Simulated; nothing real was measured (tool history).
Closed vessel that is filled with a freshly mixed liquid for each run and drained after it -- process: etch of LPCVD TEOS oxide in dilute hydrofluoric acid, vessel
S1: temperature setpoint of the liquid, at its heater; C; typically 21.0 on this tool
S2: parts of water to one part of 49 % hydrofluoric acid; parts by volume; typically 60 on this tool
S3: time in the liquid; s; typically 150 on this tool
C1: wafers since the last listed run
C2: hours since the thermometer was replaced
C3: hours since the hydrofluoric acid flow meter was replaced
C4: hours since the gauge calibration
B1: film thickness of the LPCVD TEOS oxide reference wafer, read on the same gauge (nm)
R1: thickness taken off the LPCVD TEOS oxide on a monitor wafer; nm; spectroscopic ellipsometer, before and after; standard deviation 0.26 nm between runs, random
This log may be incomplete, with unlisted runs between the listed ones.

run	hour	S1	S2	S3	C1	C2	C3	C4	B1	R1
1	0.0	21.0	60	105	0	725.6	477.7	917.0	143.16	26.63
# hour 26.6: thermometer replaced
2	77.7	21.0	60	150	9382	51.1	555.4	994.7	143.37	38.79
3	116.3	21.0	60	150	4721	89.7	594.0	1033.3	143.49	38.65
4	169.7	21.0	60	90	6532	143.1	647.4	1086.7	143.64	23.16
5	276.0	21.0	60	90	13003	249.4	753.7	1193.0	144.06	23.42
6	375.7	21.0	60	90	12196	349.1	853.4	1292.7	144.36	23.62
# hour 415.9: hydrofluoric acid flow meter replaced
7	464.1	21.0	60	150	10691	437.5	48.2	1381.1	144.63	39.11
8	518.0	21.0	60	150	6593	491.4	102.1	1435.0	144.80	39.36
9	605.1	21.0	60	150	10654	578.5	189.2	1522.1	145.10	39.59
10	706.2	21.0	80	150	12367	679.6	290.3	1623.2	145.45	28.81
# hour 772.6: thermometer replaced
11	775.0	21.0	80	150	8293	2.4	359.1	1692.0	145.59	29.01
12	828.4	21.0	60	150	6532	55.8	412.5	1745.4	145.83	38.94
13	878.7	21.0	60	150	6153	106.1	462.8	1795.7	145.95	38.95
14	975.4	21.0	60	150	11829	202.8	559.5	1892.4	146.27	39.72
15	1055.8	21.0	60	150	9835	283.2	639.9	1972.8	146.49	39.78
16	1157.5	17.0	45	120	12440	384.9	741.6	2074.5	146.89	36.05
# hour 1170.3: hydrofluoric acid flow meter replaced
17	1217.1	21.0	60	230	7168	444.5	46.8	2134.1	147.04	61.00
18	1303.0	21.0	60	70	10507	530.4	132.7	2220.0	147.37	18.63
19	1348.9	21.0	60	150	5614	576.3	178.6	2265.9	147.48	40.05
# hour 1391.6: thermometer replaced
20	1402.1	21.0	60	150	6385	10.5	231.8	2319.1	147.72	39.91
21	1468.8	19.5	50	190	8159	77.2	298.5	2385.8	147.86	58.06
# hour 1479.0: gauge calibrated
22	1575.4	21.0	60	150	13040	183.8	405.1	96.4	140.73	38.58
23	1636.4	25.0	60	200	7462	244.8	466.1	157.4	140.95	59.42
24	1919.0	17.5	35	210	34569	527.4	748.7	440.0	141.89	82.31
25	1986.8	18.5	60	65	8293	595.2	816.5	507.8	142.07	14.97
# hour 2008.8: hydrofluoric acid flow meter replaced
26	2083.0	21.0	60	150	11645	691.4	74.2	604.0	142.39	38.68
27	2121.5	17.0	60	110	4709	729.9	112.7	642.5	142.49	23.97
# hour 2184.3: thermometer replaced
28	2223.3	24.5	60	100	12330	39.0	214.5	744.3	142.82	29.84

Forecast each of these 4 alternatives for the next run:
A	2224.0	21.0	60	185	85	39.7	215.2	745.0	?	?
B	2224.0	18.5	85	230	85	39.7	215.2	745.0	?	?
C	2224.0	21.0	60	205	85	39.7	215.2	745.0	?	?
D	2224.0	18.0	40	70	85	39.7	215.2	745.0	?	?

run	B1	R1
A	142.83	47.38
B	142.83	36.37
C	142.83	52.50
D	142.83	24.23
With the hidden condition removed and each run's random variation left untouched, the same runs would have given:
run	R1
A	46.44
B	35.65
C	51.46
D	23.75
